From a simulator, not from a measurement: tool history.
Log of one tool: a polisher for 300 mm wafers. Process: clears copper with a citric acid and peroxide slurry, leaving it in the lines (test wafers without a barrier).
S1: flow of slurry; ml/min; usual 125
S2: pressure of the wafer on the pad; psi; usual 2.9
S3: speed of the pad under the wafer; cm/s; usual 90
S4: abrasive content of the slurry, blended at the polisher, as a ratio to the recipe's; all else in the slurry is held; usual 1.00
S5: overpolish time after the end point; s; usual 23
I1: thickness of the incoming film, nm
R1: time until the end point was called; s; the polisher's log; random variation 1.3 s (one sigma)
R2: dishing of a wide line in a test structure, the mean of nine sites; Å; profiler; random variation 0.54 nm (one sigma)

run,hour,S1,S2,S3,S4,S5,I1,R1,R2
1,0.0,125,2.9,90,1.00,23,194.9,105.6,293
2,63.2,125,2.9,90,1.00,23,191.4,103.9,300
# hour 125.1: worn pad replaced by a new one
3,202.2,125,2.9,90,1.00,23,192.1,105.9,302
4,269.5,125,2.9,90,1.00,23,195.5,108.3,293
5,306.1,125,2.9,90,1.10,23,197.4,104.4,297
6,350.4,125,2.9,90,1.10,23,197.7,107.7,304
7,387.6,125,2.9,90,1.10,23,195.1,107.5,295
8,435.1,125,2.9,90,1.00,23,194.4,108.2,295
9,490.5,110,3.6,90,1.00,23,194.6,97.8,324
# hour 541.8: slurry nozzle cleaned
10,550.5,125,2.9,90,1.00,23,193.3,105.3,302
11,628.4,125,2.9,90,1.00,23,195.3,103.7,295
12,708.6,165,2.4,90,1.25,34,192.0,105.0,412
# hour 736.2: slurry blender recalibrated
13,787.2,170,2.9,90,0.70,23,194.5,107.0,300
# hour 844.9: head pressure recalibrated
14,879.2,125,2.9,90,1.00,23,193.6,107.0,304
# hour 887.7: worn pad replaced by a new one
15,925.3,145,2.9,90,1.00,23,193.0,103.2,304
16,1074.1,125,3.7,82,1.10,12,191.8,97.5,179
17,1142.8,125,2.9,90,1.00,23,197.7,108.8,294
18,1215.9,125,2.9,90,1.00,23,198.0,111.6,285
# hour 1345.9: slurry nozzle cleaned
19,1466.3,125,2.9,90,1.00,23,192.2,105.5,303
# hour 1554.8: slurry blender recalibrated
20,1555.3,125,2.9,90,1.00,23,197.9,104.4,297
# hour 1558.8: head pressure recalibrated
# hour 1623.8: worn pad replaced by a new one
21,1658.0,125,2.9,90,1.00,23,193.4,102.9,302
22,1736.8,125,2.9,100,1.00,16,198.8,97.0,239
23,1817.4,125,3.9,90,1.00,37,195.0,87.7,535
24,1867.5,125,2.2,90,1.00,23,192.7,120.8,266
25,1953.0,125,2.9,108,1.00,23,192.4,89.2,349
26,1996.6,125,2.9,90,1.00,30,194.8,109.1,374
# hour 2021.8: slurry nozzle cleaned
27,2053.5,105,3.8,90,1.00,23,192.4,91.3,339
28,2150.1,140,2.1,80,1.20,23,197.9,134.3,249
29,2245.8,125,2.3,72,1.00,27,192.5,147.1,262

3 ways to go on from here, each from the tool as it stands after run 29. What would each give?
A,2246.3,125,2.9,90,1.00,23,192.3,?,?
B,2246.3,145,2.9,90,1.10,37,192.3,?,?
C,2246.3,140,3.7,120,0.80,23,192.3,?,?

run,R1,R2
A,105.6,294
B,101.0,459
C,69.9,424
Without the tool's hidden state the same runs would have given:
run,R1,R2
A,105.1,295
B,100.6,460
C,69.6,425
